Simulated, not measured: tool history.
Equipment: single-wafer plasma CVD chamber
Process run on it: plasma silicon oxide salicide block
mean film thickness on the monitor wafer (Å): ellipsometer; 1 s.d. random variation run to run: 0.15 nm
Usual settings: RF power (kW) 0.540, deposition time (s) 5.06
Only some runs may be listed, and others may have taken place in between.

| run | hour | RF power (kW) | deposition time (s) | read-back reference wafer on the same gauge, thickness_nm | mean film thickness on the monitor wafer (Å) |
|---|---|---|---|---|---|
| 1 | 0.0 | 0.465 | 5.06 | 49.729 | 469.64 |
| 2 | 61.5 | 0.465 | 5.06 | 49.705 | 472.03 |
| 3 | 137.7 | 0.465 | 5.06 | 49.663 | 467.49 |
| 4 | 237.0 | 0.540 | 5.06 | 49.741 | 484.30 |
| 5 | 286.4 | 0.540 | 5.06 | 49.706 | 485.01 |
| 6 | 367.8 | 0.540 | 5.06 | 49.725 | 484.89 |
| 7 | 429.6 | 0.540 | 5.06 | 49.690 | 486.14 |
| 8 | 477.2 | 0.540 | 5.06 | 49.666 | 486.29 |
| 9 | 577.1 | 0.540 | 5.06 | 49.742 | 481.72 |
| 10 | 641.5 | 0.540 | 5.38 | 49.721 | 516.93 |
| 11 | 719.4 | 0.540 | 5.38 | 49.766 | 511.04 |
| 12 | 811.4 | 0.615 | 5.06 | 49.707 | 507.46 |
| 13 | 873.2 | 0.540 | 5.06 | 49.717 | 490.70 |
| 14 | 918.6 | 0.505 | 5.06 | 49.645 | 483.44 |
| 15 | 974.4 | 0.490 | 4.38 | 49.748 | 415.72 |
| 16 | 1082.0 | 0.435 | 4.74 | 49.735 | 436.51 |
| 17 | 1157.3 | 0.505 | 5.58 | 49.634 | 531.85 |
| 18 | 1201.7 | 0.610 | 5.90 | 49.703 | 590.44 |
| 19 | 1272.4 | 0.480 | 4.68 | 49.678 | 440.18 |
| 20 | 1332.0 | 0.605 | 5.68 | 49.754 | 565.29 |
| 21 | 1404.4 | 0.540 | 5.06 | 49.722 | 490.09 |
| 22 | 1501.2 | 0.465 | 5.92 | 49.729 | 547.43 |

Removed from this log: 3 entries logged between the listed runs. Between which two listed runs does each belong, and how does the tool's hidden state at the listed run before it compare with that at the listed run after it?
Logged between run 11 and run 12: RF generator calibrated (hour 799.3)
  delivered RF power above the setpoint (%): -7.46 -> -0.0937
  measured result minus the result with no hidden state, mean film thickness on the monitor wafer (Å): -9.93 -> -0.12
Logged between run 13 and run 14: gauge calibrated (hour 877.9)
  delivered RF power above the setpoint (%): -0.338 -> -0.517
  measured result minus the result with no hidden state, mean film thickness on the monitor wafer (Å): -0.42 -> -0.63
Logged between run 16 and run 17: showerhead replaced (hour 1125.7)
  delivered RF power above the setpoint (%): -1.16 -> -1.46
  measured result minus the result with no hidden state, mean film thickness on the monitor wafer (Å): -1.28 -> -1.95
